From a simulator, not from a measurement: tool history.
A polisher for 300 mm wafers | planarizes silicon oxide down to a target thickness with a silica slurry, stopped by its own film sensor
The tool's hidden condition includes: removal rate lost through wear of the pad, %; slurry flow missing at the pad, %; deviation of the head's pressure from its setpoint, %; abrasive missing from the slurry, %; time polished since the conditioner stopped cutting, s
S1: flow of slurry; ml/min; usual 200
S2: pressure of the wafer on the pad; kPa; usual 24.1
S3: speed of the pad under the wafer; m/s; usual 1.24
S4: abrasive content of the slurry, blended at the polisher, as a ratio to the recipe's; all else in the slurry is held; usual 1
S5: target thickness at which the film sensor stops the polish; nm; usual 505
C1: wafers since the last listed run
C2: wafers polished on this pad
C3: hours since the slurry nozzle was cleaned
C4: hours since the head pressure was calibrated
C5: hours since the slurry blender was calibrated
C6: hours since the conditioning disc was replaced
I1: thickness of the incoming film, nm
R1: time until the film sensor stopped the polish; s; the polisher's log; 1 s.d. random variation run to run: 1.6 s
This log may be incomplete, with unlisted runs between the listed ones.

| run | hour | S1 | S2 | S3 | S4 | S5 | C1 | C2 | C3 | C4 | C5 | C6 | I1 | R1 |
|---|---|---|---|---|---|---|---|---|---|---|---|---|---|---|
| 1 | 0 | 170 | 24.1 | 1.46 | 1 | 505 | 0 | 1171 | 308 | 875.6 | 211.3 | 12.1 | 907.4 | 126 |
|  | 25.7 | slurry nozzle cleaned |
| 2 | 36.4 | 170 | 24.1 | 1.46 | 1 | 505 | 185 | 1356 | 10.7 | 912 | 247.7 | 48.5 | 910.9 | 130.1 |
| 3 | 74.2 | 200 | 24.1 | 1.24 | 1 | 505 | 197 | 1554 | 48.5 | 949.8 | 285.5 | 86.3 | 924.7 | 142.2 |
| 4 | 120.9 | 200 | 24.1 | 1.24 | 1 | 505 | 244 | 1799 | 95.2 | 996.5 | 332.2 | 133 | 907.9 | 135.1 |
| 5 | 160.1 | 170 | 24.1 | 1.24 | 1 | 505 | 205 | 2004 | 134.4 | 1035.7 | 371.4 | 172.2 | 900.9 | 136.9 |
|  | 215.2 | worn pad replaced by a new one |
|  | 222 | slurry blender recalibrated |
| 6 | 245.4 | 170 | 24.1 | 1.24 | 1 | 505 | 415 | 147 | 219.7 | 1121 | 23.4 | 257.5 | 907.8 | 133 |
| 7 | 312.7 | 200 | 19.3 | 1.24 | 1 | 550 | 352 | 500 | 287 | 1188.3 | 90.7 | 324.8 | 903.8 | 134.4 |
|  | 361.7 | conditioning disc replaced and pad reconditioned |
| 8 | 389.8 | 200 | 19.3 | 1.24 | 1 | 550 | 393 | 893 | 364.1 | 1265.4 | 167.8 | 28.1 | 900.3 | 138.9 |
|  | 442.1 | slurry nozzle cleaned |
| 9 | 476.2 | 200 | 19.3 | 1.24 | 1 | 550 | 447 | 1340 | 34.1 | 1351.8 | 254.2 | 114.5 | 901.3 | 143.4 |
|  | 603.2 | worn pad replaced by a new one |
|  | 616.7 | slurry blender recalibrated |
|  | 629.3 | head pressure recalibrated |
| 10 | 774.9 | 200 | 24.1 | 1 | 1 | 505 | 1522 | 878 | 332.8 | 145.6 | 158.2 | 413.2 | 921 | 198.2 |
|  | 829 | conditioning disc replaced and pad reconditioned |
| 11 | 857.2 | 200 | 24.1 | 1 | 1 | 505 | 420 | 1298 | 415.1 | 227.9 | 240.5 | 28.2 | 910.3 | 204.8 |
|  | 875.2 | slurry nozzle cleaned |
|  | 920.2 | slurry blender recalibrated, repeated, since the last time left the tool worse |
| 12 | 935.1 | 200 | 24.1 | 1.24 | 1.2 | 505 | 392 | 1691 | 59.9 | 305.8 | 14.9 | 106.1 | 910 | 114.9 |
|  | 941.2 | worn pad replaced by a new one |
| 13 | 1009.8 | 200 | 24.1 | 1.24 | 1.3 | 505 | 370 | 359 | 134.6 | 380.5 | 89.6 | 180.8 | 906 | 112.9 |
| 14 | 1086.3 | 170 | 24.1 | 1.46 | 1 | 505 | 400 | 760 | 211.1 | 457 | 166.1 | 257.3 | 901 | 121.6 |
| 15 | 1187.6 | 200 | 24.1 | 0.98 | 0.85 | 395 | 530 | 1290 | 312.4 | 558.3 | 267.4 | 358.6 | 922.1 | 220.8 |
| 16 | 1231.6 | 200 | 15.9 | 0.82 | 1 | 505 | 230 | 1521 | 356.4 | 602.3 | 311.4 | 402.6 | 906.9 | 223.6 |
|  | 1251.6 | conditioning disc replaced and pad reconditioned |
|  | 1274.6 | slurry blender recalibrated |
|  | 1309.5 | slurry nozzle cleaned |
|  | 1327.4 | worn pad replaced by a new one |
| 17 | 1335.5 | 200 | 31 | 1.24 | 0.8 | 381 | 497 | 42 | 26 | 706.2 | 60.9 | 83.9 | 902 | 154 |
| 18 | 1405.7 | 255 | 24.1 | 1.24 | 1 | 505 | 367 | 410 | 96.2 | 776.4 | 131.1 | 154.1 | 902 | 125.5 |
| 19 | 1506.3 | 170 | 24.1 | 1.24 | 1 | 505 | 526 | 937 | 196.8 | 877 | 231.7 | 254.7 | 913.1 | 139.9 |
| 20 | 1581.6 | 200 | 24.1 | 1.24 | 1.3 | 505 | 394 | 1331 | 272.1 | 952.3 | 307 | 330 | 913.7 | 120 |
|  | 1653 | conditioning disc replaced and pad reconditioned |
|  | 1671.9 | slurry nozzle cleaned |
|  | 1678.9 | slurry blender recalibrated |
| 21 | 1682.1 | 200 | 24.1 | 1.04 | 1.15 | 505 | 500 | 1831 | 10.2 | 1052.8 | 3.2 | 29.1 | 918.6 | 125.6 |
|  | 1723.2 | worn pad replaced by a new one |
| 22 | 1735.9 | 200 | 24.1 | 1.24 | 1 | 505 | 260 | 66 | 64 | 1106.6 | 57 | 82.9 | 904.9 | 127.9 |
| 23 | 1799.1 | 220 | 24.1 | 1.62 | 0.75 | 567 | 331 | 397 | 127.2 | 1169.8 | 120.2 | 146.1 | 892 | 108.2 |
| 24 | 1872 | 135 | 24.1 | 1.24 | 0.85 | 376 | 381 | 779 | 200.1 | 1242.7 | 193.1 | 219 | 930.8 | 222.6 |
| 25 | 1958.9 | 200 | 29 | 1.24 | 1 | 467 | 455 | 1234 | 287 | 1329.6 | 280 | 305.9 | 891.8 | 124.6 |

Run by run, hidden condition taken away, random variation retained:
| run | R1 |
|---|---|
| 1 | 115.1 |
| 2 | 118.1 |
| 3 | 128.5 |
| 4 | 121.5 |
| 5 | 122.7 |
| 6 | 129.9 |
| 7 | 126.6 |
| 8 | 127.5 |
| 9 | 129.5 |
| 10 | 140 |
| 11 | 139.7 |
| 12 | 113.7 |
| 13 | 108.1 |
| 14 | 112.6 |
| 15 | 198.8 |
| 16 | 202.3 |
| 17 | 147.5 |
| 18 | 117.4 |
| 19 | 127.8 |
| 20 | 110.2 |
| 21 | 124.6 |
| 22 | 122.7 |
| 23 | 99.8 |
| 24 | 201.8 |
| 25 | 112.3 |

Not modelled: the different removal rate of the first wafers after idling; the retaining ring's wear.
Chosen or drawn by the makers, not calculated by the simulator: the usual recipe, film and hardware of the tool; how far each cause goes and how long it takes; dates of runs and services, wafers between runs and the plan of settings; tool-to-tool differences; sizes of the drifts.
